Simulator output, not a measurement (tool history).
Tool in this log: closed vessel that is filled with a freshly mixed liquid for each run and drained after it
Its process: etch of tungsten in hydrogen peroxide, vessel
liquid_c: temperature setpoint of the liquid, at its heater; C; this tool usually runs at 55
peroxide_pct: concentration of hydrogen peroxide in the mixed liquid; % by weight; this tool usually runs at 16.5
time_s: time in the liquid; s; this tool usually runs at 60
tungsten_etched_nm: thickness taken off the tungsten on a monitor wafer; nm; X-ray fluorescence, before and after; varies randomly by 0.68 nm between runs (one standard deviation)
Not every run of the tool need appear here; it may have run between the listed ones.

run   hour  liquid_c  peroxide_pct  time_s  wafers since the last listed run  hours since the thermometer was replaced  hours since the peroxide flow meter was replaced  hours since the drum of peroxide was connected  hours since the gauge calibration  read-back film thickness of the tungsten reference wafer, read on the same gauge (nm)  tungsten_etched_nm
  1      0        55          16.5      60                                 0                                     986.8                                             604.4                                           537.6                              129.5                                                                                     40               97.69
  2     10        55          16.5      60                              1046                                     996.8                                             614.4                                           547.6                              139.5                                                                                  40.03               97.41
  3   18.4        55          16.5      60                               879                                    1005.2                                             622.8                                             556                              147.9                                                                                  39.97               98.13
  4   30.5        55          16.5      60                              1266                                    1017.3                                             634.9                                           568.1                                160                                                                                  39.99               98.38
  5     38        55          16.5      60                               784                                    1024.8                                             642.4                                           575.6                              167.5                                                                                  39.97               98.38
  6   52.6        55          16.5      75                              1527                                    1039.4                                               657                                           590.2                              182.1                                                                                  40.06              122.05
  7   67.1        55          16.5      75                              1517                                    1053.9                                             671.5                                           604.7                              196.6                                                                                  40.03              121.96
  8  104.7        55          16.5      35                              3934                                    1091.5                                             709.1                                           642.3                              234.2                                                                                     40               57.99
  9  120.8        55          16.5      35                              1684                                    1107.6                                             725.2                                           658.4                              250.3                                                                                  40.02               58.71
 10  129.7        55          16.5      85                               931                                    1116.5                                             734.1                                           667.3                              259.2                                                                                  40.02               139.6
 11  142.8        55          16.5      85                              1370                                    1129.6                                             747.2                                           680.4                              272.3                                                                                  39.97              140.04
 12  153.3        55          16.5      85                              1098                                    1140.1                                             757.7                                           690.9                              282.8                                                                                  40.05              140.16
     157.7  -- thermometer replaced
 13  165.5      57.5          16.5      60                              1172                                       7.8                                             769.9                                           703.1                                295                                                                                  39.98               98.21
 14  173.2        55          16.5      60                               805                                      15.5                                             777.6                                           710.8                              302.7                                                                                  39.98               86.07
 15    224        55          16.5      60                              5316                                      66.3                                             828.4                                           761.6                              353.5                                                                                     40               85.95
 16  230.7        55          16.5      85                               701                                        73                                             835.1                                           768.3                              360.2                                                                                  39.98              120.05
     236.2  -- gauge calibrated
 17  242.5        51          18.5      45                              1234                                      84.8                                             846.9                                           780.1                                6.3                                                                                  39.96               54.28
 18  257.7        55            14      60                              1590                                       100                                             862.1                                           795.3                               21.5                                                                                  40.03               79.21
 19  271.9        45            20      30                              1486                                     114.2                                             876.3                                           809.5                               35.7                                                                                     40               26.06
     276.5  -- peroxide flow meter replaced
 20  282.9        46          16.5      30                              1046                                     125.2                                               6.4                                           820.5                               46.7                                                                                  40.01                25.3
     288.7  -- new drum of peroxide connected
 21  292.2        55          16.5      60                               868                                     134.5                                              15.7                                             3.5                                 56                                                                                     40               86.17
 22  303.4        55          16.5      60                              1172                                     145.7                                              26.9                                            14.7                               67.2                                                                                  39.97               86.51
 23  317.8        55          19.5      75                              1506                                     160.1                                              41.3                                            29.1                               81.6                                                                                  40.01              119.56
 24  330.9        62            12      60                              1370                                     173.2                                              54.4                                            42.2                               94.7                                                                                  40.02              111.48
 25  343.8        63            14      50                              1349                                     186.1                                              67.3                                            55.1                              107.6                                                                                  39.97              106.43
 26  361.7        63            15      40                              1873                                       204                                              85.2                                              73                              125.5                                                                                  40.01               88.22

Forecast each of these 3 alternatives for the next run:
  A  362.4        55            13      60                                73                                     204.7                                              85.9                                            73.7                              126.2                                                                                      ?                   ?
  B  362.4      48.5          16.5      60                                73                                     204.7                                              85.9                                            73.7                              126.2                                                                                      ?                   ?
  C  362.4      46.5          12.5      50                                73                                     204.7                                              85.9                                            73.7                              126.2                                                                                      ?                   ?

run  read-back film thickness of the tungsten reference wafer, read on the same gauge (nm)  tungsten_etched_nm
  A                                                                                  39.99               78.03
  B                                                                                  39.99               59.43
  C                                                                                  39.99               38.09
What these runs would have given with no unlogged condition in the tool:
run  tungsten_etched_nm
  A               75.18
  B               57.17
  C               36.62
